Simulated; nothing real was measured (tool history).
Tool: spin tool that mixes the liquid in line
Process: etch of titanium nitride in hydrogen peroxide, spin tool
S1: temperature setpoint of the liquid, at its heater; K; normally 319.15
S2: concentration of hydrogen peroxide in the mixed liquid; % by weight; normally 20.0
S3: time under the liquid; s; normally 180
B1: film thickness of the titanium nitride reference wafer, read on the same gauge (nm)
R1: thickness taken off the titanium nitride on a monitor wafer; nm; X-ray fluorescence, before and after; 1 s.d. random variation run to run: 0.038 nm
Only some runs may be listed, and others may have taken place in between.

run   hour      S1    S2   S3      B1     R1
  1    0.0  319.15  20.0  145  30.015  2.437
  2   24.3  319.15  20.0  145  29.983  2.439
  3   45.2  319.15  20.0  250  30.048  4.188
  4   75.0  319.15  20.0  250  29.975  4.075
  5  105.3  319.15  20.0  250  30.001  4.090
  6  129.7  319.15  21.5  180  29.993  2.996
  7  144.0  319.15  21.5  180  30.062  3.005
  8  173.2  319.15  20.0  180  30.008  2.933
  9  239.4  319.15  20.0  180  29.963  2.908
     248.2  -- gauge calibrated
     276.4  -- peroxide flow meter replaced
     318.9  -- heated supply line repaired
 10  345.9  319.15  23.0  140  29.970  3.005
 11  378.7  319.15  20.0  180  30.037  3.762
 12  414.0  319.15  25.0  220  30.024  4.899
     447.7  -- thermometer replaced
 13  448.6  319.15  20.0  180  30.042  3.748
 14  469.2  315.15  24.0   85  29.989  1.354
     499.2  -- new drum of peroxide connected
 15  504.5  310.65  20.0  110  30.040  1.189
 16  530.3  319.15  22.0   95  30.012  1.988
 17  592.2  319.15  20.0  210  29.976  4.294
 18  609.7  319.15  24.5  180  29.983  3.854
 19  631.3  311.65  23.0  220  29.999  2.645
 20  660.7  319.15  20.0  290  29.942  5.935
 21  674.3  319.15  20.0  140  30.044  2.806

Below, some changes in R1 between adjacent runs. For each, the amount present without the hidden state too (settings, incoming material, random variation) and the amount remaining for the hidden state with gauge scatter not shared by both compared results:
Hidden conditions of the tool in this case: liquid hotter than its thermometer reads (K); peroxide flow above the setpoint (%); temperature lost on the way to the wafer (K); peroxide weaker than its label (%); gauge reads high (%).
Run 2 -> 3: S3 145 -> 250. R1 +1.749 nm: hidden state -0.500, all else +2.249.
Run 9 -> 10: S2 20.0 -> 23.0, S3 180 -> 140, gauge calibrated, peroxide flow meter replaced, heated supply line repaired. R1 +0.097 nm: hidden state +0.875, all else -0.778.
Run 19 -> 20: S1 311.65 -> 319.15, S2 23.0 -> 20.0, S3 220 -> 290. R1 +3.290 nm: hidden state -0.143, all else +3.433.
Run 20 -> 21: S3 290 -> 140. R1 -3.129 nm: hidden state +0.128, all else -3.257.
